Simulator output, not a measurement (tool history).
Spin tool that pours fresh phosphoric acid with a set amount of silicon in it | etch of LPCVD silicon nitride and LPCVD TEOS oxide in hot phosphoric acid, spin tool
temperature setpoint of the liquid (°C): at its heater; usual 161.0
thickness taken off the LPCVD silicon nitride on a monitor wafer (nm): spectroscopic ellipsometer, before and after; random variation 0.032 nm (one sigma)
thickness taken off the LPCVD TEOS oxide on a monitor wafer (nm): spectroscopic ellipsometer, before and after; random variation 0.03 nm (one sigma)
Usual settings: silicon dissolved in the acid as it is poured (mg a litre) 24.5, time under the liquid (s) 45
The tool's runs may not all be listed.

run	hour	temperature setpoint of the liquid (°C)	silicon dissolved in the acid as it is poured (mg a litre)	time under the liquid (s)	wafers since the last listed run	hours since the thermometer was replaced	hours since the dissolved silicon flow meter was replaced	hours since the heated supply line was repaired	hours since the gauge calibration	read-back film thickness of the LPCVD silicon nitride reference wafer, read on the same gauge (nm)	read-back film thickness of the LPCVD TEOS oxide reference wafer, read on the same gauge (nm)	thickness taken off the LPCVD silicon nitride on a monitor wafer (nm)	thickness taken off the LPCVD TEOS oxide on a monitor wafer (nm)
1	0.0	161.0	24.5	45	0	814.7	1360.9	2300.4	276.4	30.012	149.977	4.075	0.121
2	20.7	161.0	24.5	45	352	835.4	1381.6	2321.1	297.1	29.982	149.994	4.042	0.145
3	54.8	161.0	24.5	45	581	869.5	1415.7	2355.2	331.2	30.028	150.030	4.050	0.212
# hour 58.7: gauge calibrated
4	69.7	161.0	31.0	45	253	884.4	1430.6	2370.1	11.0	30.001	149.989	3.977	0.070
5	104.7	161.0	31.0	45	596	919.4	1465.6	2405.1	46.0	29.996	149.990	3.994	0.128
6	139.4	161.0	29.5	30	591	954.1	1500.3	2439.8	80.7	29.987	150.019	2.655	0.066
# hour 153.1: dissolved silicon flow meter replaced
7	155.3	161.0	29.5	30	253	970.0	2.2	2455.7	96.6	29.948	149.965	2.678	0.045
# hour 182.7: heated supply line repaired
8	185.2	161.0	29.5	30	492	999.9	32.1	2.5	126.5	30.018	149.976	2.642	0.053
# hour 213.5: thermometer replaced
9	218.8	161.0	24.5	25	555	5.3	65.7	36.1	160.1	29.993	149.998	2.391	0.097
10	239.8	161.0	24.5	25	357	26.3	86.7	57.1	181.1	30.002	150.020	2.348	0.059
11	254.9	163.0	18.5	70	257	41.4	101.8	72.2	196.2	30.020	149.984	7.205	0.429
12	274.5	161.0	37.5	45	334	61.0	121.4	91.8	215.8	29.946	150.026	4.286	0.092
13	300.1	163.0	24.5	65	436	86.6	147.0	117.4	241.4	30.009	149.974	6.563	0.254
14	331.8	161.0	24.5	45	540	118.3	178.7	149.1	273.1	29.987	150.004	4.265	0.146
15	357.8	159.0	15.5	60	443	144.3	204.7	175.1	299.1	30.015	149.991	5.374	0.245
16	379.7	158.5	24.5	45	373	166.2	226.6	197.0	321.0	29.981	150.029	3.861	0.144
# hour 393.2: gauge calibrated
17	398.8	159.5	32.0	35	325	185.3	245.7	216.1	5.6	29.995	149.972	3.097	0.123
18	410.8	159.0	24.5	30	204	197.3	257.7	228.1	17.6	30.020	149.979	2.639	0.112
19	432.5	161.0	24.5	45	369	219.0	279.4	249.8	39.3	30.026	149.976	4.190	0.126
20	463.8	160.0	34.0	60	533	250.3	310.7	281.1	70.6	30.018	149.993	5.398	0.114
21	493.1	161.0	24.5	45	499	279.6	340.0	310.4	99.9	29.984	149.982	4.173	0.163

Some steps in thickness taken off the LPCVD silicon nitride on a monitor wafer (nm) between neighbouring runs. How much of each would the tool show without its hidden state too (settings, what came in, random variation), and how much is left for the hidden state, with any gauge scatter that isn't in both results?
The hidden state here: liquid colder than its thermometer reads (K); dissolved silicon flow above the setpoint (%); temperature lost on the way to the wafer (K); gauge reads high (%).
Run 5 -> 6: silicon dissolved in the acid as it is poured (mg a litre) 31.0 -> 29.5, time under the liquid (s) 45 -> 30. thickness taken off the LPCVD silicon nitride on a monitor wafer (nm) -1.339: hidden state +0.089, all else -1.428.
Run 8 -> 9: silicon dissolved in the acid as it is poured (mg a litre) 29.5 -> 24.5, time under the liquid (s) 30 -> 25, thermometer replaced. thickness taken off the LPCVD silicon nitride on a monitor wafer (nm) -0.251: hidden state +0.199, all else -0.450.
Run 10 -> 11: temperature setpoint of the liquid (°C) 161.0 -> 163.0, silicon dissolved in the acid as it is poured (mg a litre) 24.5 -> 18.5, time under the liquid (s) 25 -> 70. thickness taken off the LPCVD silicon nitride on a monitor wafer (nm) +4.857: hidden state -0.040, all else +4.897.
Run 11 -> 12: temperature setpoint of the liquid (°C) 163.0 -> 161.0, silicon dissolved in the acid as it is poured (mg a litre) 18.5 -> 37.5, time under the liquid (s) 70 -> 45. thickness taken off the LPCVD silicon nitride on a monitor wafer (nm) -2.919: hidden state +0.016, all else -2.935.
